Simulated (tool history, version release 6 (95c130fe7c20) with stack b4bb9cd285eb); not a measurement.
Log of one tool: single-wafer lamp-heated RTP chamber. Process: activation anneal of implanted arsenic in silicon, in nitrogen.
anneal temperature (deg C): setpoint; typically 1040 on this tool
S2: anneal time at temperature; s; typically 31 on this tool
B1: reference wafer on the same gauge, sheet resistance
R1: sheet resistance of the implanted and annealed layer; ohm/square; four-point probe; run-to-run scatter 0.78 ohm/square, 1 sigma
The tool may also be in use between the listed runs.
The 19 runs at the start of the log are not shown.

run 20 hour=969.4 | anneal_temperature_(deg_C)=1040 S2=22 | B1=599.63 | R1=520.81
run 21 hour=1026.6 | anneal_temperature_(deg_C)=1040 S2=31 | B1=599.65 | R1=518.4
run 22 hour=1220.4 | anneal_temperature_(deg_C)=1040 S2=31 | B1=600.26 | R1=519.1
-- hour=1232.5 reflector plate cleaned
run 23 hour=1245.2 | anneal_temperature_(deg_C)=1030 S2=14 | B1=600.06 | R1=523.35
run 24 hour=1309.6 | anneal_temperature_(deg_C)=1040 S2=15 | B1=599.98 | R1=523.28
run 25 hour=1334.1 | anneal_temperature_(deg_C)=1028 S2=39 | B1=599.49 | R1=518.31
-- hour=1382.8 pyrometer window cleaned and pyrometer calibrated
run 26 hour=1396.2 | anneal_temperature_(deg_C)=1040 S2=47 | B1=599.85 | R1=515.19
run 27 hour=1436.6 | anneal_temperature_(deg_C)=1040 S2=31 | B1=600.09 | R1=518.29
run 28 hour=1491.4 | anneal_temperature_(deg_C)=1064 S2=44 | B1=599.93 | R1=510.56
run 29 hour=1533.2 | anneal_temperature_(deg_C)=1040 S2=14 | B1=600.1 | R1=523.52
run 30 hour=1563 | anneal_temperature_(deg_C)=1020 S2=25 | B1=600.29 | R1=522.7
run 31 hour=1607.3 | anneal_temperature_(deg_C)=1021 S2=17 | B1=599.86 | R1=524.69
run 32 hour=1662 | anneal_temperature_(deg_C)=1022 S2=41 | B1=599.75 | R1=518.99
-- hour=1675.2 reflector plate cleaned
run 33 hour=1727.8 | anneal_temperature_(deg_C)=1040 S2=31 | B1=600.58 | R1=519.1
run 34 hour=1782 | anneal_temperature_(deg_C)=1027 S2=18 | B1=599.9 | R1=523.43
run 35 hour=1815.8 | anneal_temperature_(deg_C)=1040 S2=39 | B1=599.8 | R1=516.95
run 36 hour=1862 | anneal_temperature_(deg_C)=1063 S2=25 | B1=600.23 | R1=516.86

What if the next run were any one of these 4? Each begins from the tool's condition after run 36:
run A hour=1862.4 | anneal_temperature_(deg_C)=1040 S2=31 | B1=? | R1=?
run B hour=1862.4 | anneal_temperature_(deg_C)=1013 S2=36 | B1=? | R1=?
run C hour=1862.4 | anneal_temperature_(deg_C)=1062 S2=39 | B1=? | R1=?
run D hour=1862.4 | anneal_temperature_(deg_C)=1040 S2=48 | B1=? | R1=?

run=A B1=600.2 R1=518.79
run=B B1=600.2 R1=521.64
run=C B1=600.2 R1=512.23
run=D B1=600.2 R1=515.21
Stripped of hidden state, with their random variation kept, the same runs would have yielded:
run=A R1=518.79
run=B R1=521.64
run=C R1=512.23
run=D R1=515.21
